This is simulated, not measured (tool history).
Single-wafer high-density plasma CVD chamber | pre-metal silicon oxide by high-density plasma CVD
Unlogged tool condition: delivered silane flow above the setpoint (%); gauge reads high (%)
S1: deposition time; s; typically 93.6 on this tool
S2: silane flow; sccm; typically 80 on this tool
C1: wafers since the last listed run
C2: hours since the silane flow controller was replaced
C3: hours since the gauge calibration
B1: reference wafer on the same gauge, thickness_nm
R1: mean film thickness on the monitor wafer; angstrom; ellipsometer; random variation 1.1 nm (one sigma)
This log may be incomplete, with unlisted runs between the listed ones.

run 1 hour=0.0 | S1=99.5 S2=80 | C1=0 C2=4813.7 C3=172.5 | B1=796.980 | R1=8297.18
run 2 hour=13.8 | S1=99.5 S2=80 | C1=230 C2=4827.5 C3=186.3 | B1=797.348 | R1=8290.21
run 3 hour=32.6 | S1=99.5 S2=80 | C1=314 C2=4846.3 C3=205.1 | B1=796.889 | R1=8283.21
run 4 hour=56.6 | S1=93.6 S2=88 | C1=400 C2=4870.3 C3=229.1 | B1=796.960 | R1=8576.27
run 5 hour=76.4 | S1=93.6 S2=88 | C1=330 C2=4890.1 C3=248.9 | B1=796.754 | R1=8575.57
run 6 hour=109.7 | S1=93.6 S2=88 | C1=556 C2=4923.4 C3=282.2 | B1=796.534 | R1=8580.68
run 7 hour=126.2 | S1=93.6 S2=71 | C1=275 C2=4939.9 C3=298.7 | B1=797.029 | R1=6905.67
run 8 hour=225.3 | S1=93.6 S2=80 | C1=1655 C2=5039.0 C3=397.8 | B1=797.069 | R1=7797.66
run 9 hour=239.9 | S1=93.6 S2=80 | C1=243 C2=5053.6 C3=412.4 | B1=796.958 | R1=7810.34
run 10 hour=267.2 | S1=93.6 S2=80 | C1=456 C2=5080.9 C3=439.7 | B1=797.220 | R1=7784.08
run 11 hour=295.8 | S1=93.6 S2=80 | C1=477 C2=5109.5 C3=468.3 | B1=797.025 | R1=7792.51
run 12 hour=320.3 | S1=106.1 S2=66 | C1=409 C2=5134.0 C3=492.8 | B1=797.119 | R1=7309.96
run 13 hour=343.9 | S1=76.1 S2=80 | C1=394 C2=5157.6 C3=516.4 | B1=796.933 | R1=6344.59
-- hour=358.8 gauge calibrated
-- hour=362.1 silane flow controller replaced
run 14 hour=373.0 | S1=101.7 S2=94 | C1=352 C2=10.9 C3=14.2 | B1=796.898 | R1=9464.24
run 15 hour=397.0 | S1=93.6 S2=73 | C1=400 C2=34.9 C3=38.2 | B1=797.157 | R1=6761.32
run 16 hour=420.3 | S1=100.7 S2=88 | C1=389 C2=58.2 C3=61.5 | B1=797.535 | R1=8779.47
run 17 hour=438.8 | S1=83.9 S2=70 | C1=309 C2=76.7 C3=80.0 | B1=797.092 | R1=5812.97
run 18 hour=468.3 | S1=93.6 S2=92 | C1=492 C2=106.2 C3=109.5 | B1=796.875 | R1=8531.96
run 19 hour=486.6 | S1=93.6 S2=80 | C1=305 C2=124.5 C3=127.8 | B1=797.148 | R1=7431.26
run 20 hour=507.3 | S1=102.0 S2=80 | C1=345 C2=145.2 C3=148.5 | B1=796.744 | R1=8103.83

5 options for the next run, each taken on its own from the tool as it stands now. Forecast them:
run A hour=507.7 | S1=93.6 S2=80 | C1=6 C2=145.6 C3=148.9 | B1=? | R1=?
run B hour=507.7 | S1=101.7 S2=66 | C1=6 C2=145.6 C3=148.9 | B1=? | R1=?
run C hour=507.7 | S1=103.0 S2=67 | C1=6 C2=145.6 C3=148.9 | B1=? | R1=?
run D hour=507.7 | S1=86.1 S2=75 | C1=6 C2=145.6 C3=148.9 | B1=? | R1=?
run E hour=507.7 | S1=103.3 S2=69 | C1=6 C2=145.6 C3=148.9 | B1=? | R1=?

run=A B1=796.874 R1=7421.01
run=B B1=796.874 R1=6652.15
run=C B1=796.874 R1=6839.26
run=D B1=796.874 R1=6399.73
run=E B1=796.874 R1=7063.93
Without the tool's unlogged condition, the same runs would have read:
run=A R1=7384.89
run=B R1=6619.77
run=C R1=6805.97
run=D R1=6368.58
run=E R1=7029.55

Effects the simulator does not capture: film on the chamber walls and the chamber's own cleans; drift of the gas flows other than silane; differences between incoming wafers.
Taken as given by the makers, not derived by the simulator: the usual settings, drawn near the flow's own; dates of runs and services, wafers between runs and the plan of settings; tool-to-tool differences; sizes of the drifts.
